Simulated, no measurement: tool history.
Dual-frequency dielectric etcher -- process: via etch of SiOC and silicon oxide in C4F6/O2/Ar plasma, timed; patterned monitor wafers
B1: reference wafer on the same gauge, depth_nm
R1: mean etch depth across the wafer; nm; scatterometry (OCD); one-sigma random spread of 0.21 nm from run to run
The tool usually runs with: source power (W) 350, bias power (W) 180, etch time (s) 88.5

run 1 day=0 | source_power_(W)=350 bias_power_(W)=180 etch_time_(s)=88.5 | B1=102.8 | R1=90.8
run 2 day=0.45 | source_power_(W)=350 bias_power_(W)=180 etch_time_(s)=88.5 | B1=102.8 | R1=90.7
run 3 day=0.758 | source_power_(W)=350 bias_power_(W)=180 etch_time_(s)=88.5 | B1=102.8 | R1=90.6
run 4 day=1.921 | source_power_(W)=350 bias_power_(W)=180 etch_time_(s)=88.5 | B1=102.8 | R1=87.1
run 5 day=1.938 | source_power_(W)=350 bias_power_(W)=180 etch_time_(s)=88.5 | B1=102.8 | R1=86.8
run 6 day=2.004 | source_power_(W)=350 bias_power_(W)=180 etch_time_(s)=88.5 | B1=102.8 | R1=86.5
run 7 day=2.429 | source_power_(W)=350 bias_power_(W)=180 etch_time_(s)=88.5 | B1=102.8 | R1=86.8
run 8 day=2.721 | source_power_(W)=350 bias_power_(W)=195 etch_time_(s)=71 | B1=102.8 | R1=70.8
run 9 day=3.033 | source_power_(W)=350 bias_power_(W)=180 etch_time_(s)=88.5 | B1=102.7 | R1=86.6
run 10 day=4.467 | source_power_(W)=350 bias_power_(W)=180 etch_time_(s)=88.5 | B1=102.7 | R1=87.1
run 11 day=4.483 | source_power_(W)=270 bias_power_(W)=199 etch_time_(s)=114.5 | B1=102.8 | R1=104
run 12 day=4.658 | source_power_(W)=350 bias_power_(W)=163 etch_time_(s)=88.5 | B1=102.8 | R1=85.6
run 13 day=5.362 | source_power_(W)=350 bias_power_(W)=180 etch_time_(s)=104 | B1=102.8 | R1=102.8
run 14 day=5.683 | source_power_(W)=410 bias_power_(W)=212 etch_time_(s)=97.5 | B1=102.8 | R1=105.4

Withheld: 5 entries from between the runs. Position of each, and hidden state at the listed run before versus the listed run after:
Run 3 -> run 4: bias power generator calibrated (day 1.767); wet clean of the chamber (day 1.9)
  etch rate over this chamber's usual, %: 5.51 -> 0.659
  measured value less the no-hidden-state value, R1: +4.7 -> +0.6 nm
Run 6 -> run 7: source power generator calibrated (day 2.254)
  etch rate over this chamber's usual, %: 0.678 -> 0.774
  measured value less the no-hidden-state value, R1: +0.6 -> +0.7 nm
Run 8 -> run 9: gauge calibrated (day 2.921)
  etch rate over this chamber's usual, %: 0.84 -> 0.91
  measured value less the no-hidden-state value, R1: +0.6 -> +0.8 nm
Run 9 -> run 10: upper electrode replaced (day 4.446)
  etch rate over this chamber's usual, %: 0.91 -> 1.23
  measured value less the no-hidden-state value, R1: +0.8 -> +1 nm

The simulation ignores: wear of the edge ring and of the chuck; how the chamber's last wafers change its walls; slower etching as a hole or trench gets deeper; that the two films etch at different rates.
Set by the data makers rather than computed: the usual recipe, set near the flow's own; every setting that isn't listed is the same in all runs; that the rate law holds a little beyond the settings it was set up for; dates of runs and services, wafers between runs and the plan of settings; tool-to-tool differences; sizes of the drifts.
